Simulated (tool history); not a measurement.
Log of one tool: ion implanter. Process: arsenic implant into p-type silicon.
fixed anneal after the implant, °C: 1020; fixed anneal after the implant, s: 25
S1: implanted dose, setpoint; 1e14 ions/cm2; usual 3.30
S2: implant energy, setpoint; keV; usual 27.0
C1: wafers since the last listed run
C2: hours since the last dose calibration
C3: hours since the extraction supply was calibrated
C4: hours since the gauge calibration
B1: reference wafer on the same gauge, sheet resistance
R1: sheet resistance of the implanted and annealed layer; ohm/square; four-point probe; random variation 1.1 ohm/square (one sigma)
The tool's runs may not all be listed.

{"run": 1, "day": 0.0, "S1": 3.3, "S2": 27.0, "C1": 0, "C2": 552.0, "C3": 1819.1, "C4": 774.6, "B1": 209.99, "R1": 256.5}
{"day": 0.579, "done": "Faraday cup replaced and dose calibrated"}
{"run": 2, "day": 0.679, "S1": 3.3, "S2": 27.0, "C1": 200, "C2": 2.4, "C3": 1835.4, "C4": 790.9, "B1": 210.03, "R1": 257.63}
{"run": 3, "day": 5.154, "S1": 3.3, "S2": 27.0, "C1": 2598, "C2": 109.8, "C3": 1942.8, "C4": 898.3, "B1": 209.6, "R1": 254.91}
{"run": 4, "day": 6.092, "S1": 3.3, "S2": 27.0, "C1": 544, "C2": 132.3, "C3": 1965.3, "C4": 920.8, "B1": 210.13, "R1": 256.71}
{"run": 5, "day": 7.046, "S1": 3.3, "S2": 27.0, "C1": 554, "C2": 155.2, "C3": 1988.2, "C4": 943.7, "B1": 209.97, "R1": 256.67}
{"run": 6, "day": 7.933, "S1": 3.3, "S2": 24.0, "C1": 515, "C2": 176.5, "C3": 2009.5, "C4": 965.0, "B1": 210.11, "R1": 261.95}
{"run": 7, "day": 9.233, "S1": 3.3, "S2": 27.0, "C1": 755, "C2": 207.7, "C3": 2040.7, "C4": 996.2, "B1": 210.12, "R1": 257.56}
{"run": 8, "day": 10.462, "S1": 3.3, "S2": 27.0, "C1": 713, "C2": 237.2, "C3": 2070.2, "C4": 1025.7, "B1": 210.0, "R1": 256.82}
{"run": 9, "day": 11.033, "S1": 3.3, "S2": 27.0, "C1": 331, "C2": 250.9, "C3": 2083.9, "C4": 1039.4, "B1": 210.32, "R1": 256.69}
{"run": 10, "day": 11.988, "S1": 3.3, "S2": 27.0, "C1": 554, "C2": 273.8, "C3": 2106.8, "C4": 1062.3, "B1": 210.21, "R1": 257.77}
{"run": 11, "day": 13.279, "S1": 3.3, "S2": 27.0, "C1": 750, "C2": 304.8, "C3": 2137.8, "C4": 1093.3, "B1": 210.04, "R1": 257.51}
{"run": 12, "day": 13.829, "S1": 3.3, "S2": 27.0, "C1": 319, "C2": 318.0, "C3": 2151.0, "C4": 1106.5, "B1": 209.67, "R1": 256.66}
{"day": 14.921, "done": "gauge calibrated"}
{"day": 15.167, "done": "extraction supply calibrated"}
{"run": 13, "day": 15.188, "S1": 3.3, "S2": 27.0, "C1": 595, "C2": 350.6, "C3": 0.5, "C4": 6.4, "B1": 209.54, "R1": 257.97}
{"run": 14, "day": 15.671, "S1": 3.3, "S2": 27.0, "C1": 280, "C2": 362.2, "C3": 12.1, "C4": 18.0, "B1": 210.13, "R1": 256.42}
{"run": 15, "day": 16.929, "S1": 3.3, "S2": 23.0, "C1": 730, "C2": 392.4, "C3": 42.3, "C4": 48.2, "B1": 210.19, "R1": 262.71}
{"run": 16, "day": 18.333, "S1": 3.3, "S2": 23.0, "C1": 815, "C2": 426.1, "C3": 76.0, "C4": 81.9, "B1": 210.11, "R1": 263.01}
{"run": 17, "day": 19.221, "S1": 2.76, "S2": 24.5, "C1": 515, "C2": 447.4, "C3": 97.3, "C4": 103.2, "B1": 209.93, "R1": 298.12}
{"run": 18, "day": 20.533, "S1": 3.3, "S2": 32.0, "C1": 762, "C2": 478.9, "C3": 128.8, "C4": 134.7, "B1": 209.98, "R1": 250.55}
{"run": 19, "day": 21.338, "S1": 3.82, "S2": 30.5, "C1": 467, "C2": 498.2, "C3": 148.1, "C4": 154.0, "B1": 209.65, "R1": 227.21}
{"run": 20, "day": 21.842, "S1": 3.69, "S2": 23.5, "C1": 292, "C2": 510.3, "C3": 160.2, "C4": 166.1, "B1": 210.11, "R1": 243.04}
{"run": 21, "day": 23.175, "S1": 3.93, "S2": 24.0, "C1": 774, "C2": 542.3, "C3": 192.2, "C4": 198.1, "B1": 209.93, "R1": 228.8}
{"run": 22, "day": 24.558, "S1": 2.82, "S2": 22.5, "C1": 803, "C2": 575.5, "C3": 225.4, "C4": 231.3, "B1": 210.21, "R1": 296.32}
{"run": 23, "day": 25.538, "S1": 2.55, "S2": 32.5, "C1": 568, "C2": 599.0, "C3": 248.9, "C4": 254.8, "B1": 209.91, "R1": 305.12}
{"day": 27.658, "done": "Faraday cup replaced and dose calibrated"}
{"run": 24, "day": 28.308, "S1": 3.3, "S2": 27.0, "C1": 1415, "C2": 15.6, "C3": 315.4, "C4": 321.3, "B1": 209.85, "R1": 259.04}
{"run": 25, "day": 28.888, "S1": 2.82, "S2": 27.0, "C1": 336, "C2": 29.5, "C3": 329.3, "C4": 335.2, "B1": 209.84, "R1": 288.63}
{"run": 26, "day": 30.275, "S1": 2.71, "S2": 24.0, "C1": 805, "C2": 62.8, "C3": 362.6, "C4": 368.5, "B1": 210.21, "R1": 306.38}
{"run": 27, "day": 30.862, "S1": 3.3, "S2": 27.0, "C1": 341, "C2": 76.9, "C3": 376.7, "C4": 382.6, "B1": 209.91, "R1": 257.28}
{"run": 28, "day": 32.175, "S1": 3.3, "S2": 27.0, "C1": 762, "C2": 108.4, "C3": 408.2, "C4": 414.1, "B1": 210.29, "R1": 257.61}
{"run": 29, "day": 33.533, "S1": 2.79, "S2": 21.5, "C1": 788, "C2": 141.0, "C3": 440.8, "C4": 446.7, "B1": 209.9, "R1": 300.32}
{"run": 30, "day": 34.25, "S1": 3.3, "S2": 27.0, "C1": 416, "C2": 158.2, "C3": 458.0, "C4": 463.9, "B1": 209.74, "R1": 258.19}
{"run": 31, "day": 35.692, "S1": 3.3, "S2": 19.5, "C1": 837, "C2": 192.8, "C3": 492.6, "C4": 498.5, "B1": 210.52, "R1": 270.63}
{"run": 32, "day": 38.712, "S1": 4.05, "S2": 22.5, "C1": 1754, "C2": 265.3, "C3": 565.1, "C4": 571.0, "B1": 210.11, "R1": 224.49}
{"run": 33, "day": 39.904, "S1": 2.7, "S2": 31.5, "C1": 692, "C2": 293.9, "C3": 593.7, "C4": 599.6, "B1": 209.92, "R1": 290.97}
{"run": 34, "day": 40.971, "S1": 3.85, "S2": 19.5, "C1": 619, "C2": 319.5, "C3": 619.3, "C4": 625.2, "B1": 210.15, "R1": 236.13}
{"run": 35, "day": 41.642, "S1": 4.01, "S2": 27.0, "C1": 389, "C2": 335.6, "C3": 635.4, "C4": 641.3, "B1": 210.07, "R1": 223.21}
{"run": 36, "day": 42.258, "S1": 4.1, "S2": 23.5, "C1": 358, "C2": 350.4, "C3": 650.2, "C4": 656.1, "B1": 209.68, "R1": 222.79}
{"run": 37, "day": 43.217, "S1": 2.49, "S2": 20.5, "C1": 556, "C2": 373.4, "C3": 673.2, "C4": 679.1, "B1": 209.65, "R1": 330.01}
{"run": 38, "day": 43.733, "S1": 3.3, "S2": 27.0, "C1": 300, "C2": 385.8, "C3": 685.6, "C4": 691.5, "B1": 209.77, "R1": 260.04}

3 ways to go on from here, each from the tool as it stands after run 38. What would each give?
{"run": "A", "day": 43.75, "S1": 3.58, "S2": 27.0, "C1": 9, "C2": 386.2, "C3": 686.0, "C4": 691.9, "B1": "?", "R1": "?"}
{"run": "B", "day": 43.75, "S1": 3.93, "S2": 23.5, "C1": 9, "C2": 386.2, "C3": 686.0, "C4": 691.9, "B1": "?", "R1": "?"}
{"run": "C", "day": 43.75, "S1": 2.5, "S2": 31.0, "C1": 9, "C2": 386.2, "C3": 686.0, "C4": 691.9, "B1": "?", "R1": "?"}

run=A B1=210.08 R1=241.01
run=B B1=210.08 R1=228.66
run=C B1=210.08 R1=310.27
Without the tool's hidden state the same runs would have given:
run=A R1=241.01
run=B R1=228.66
run=C R1=310.27
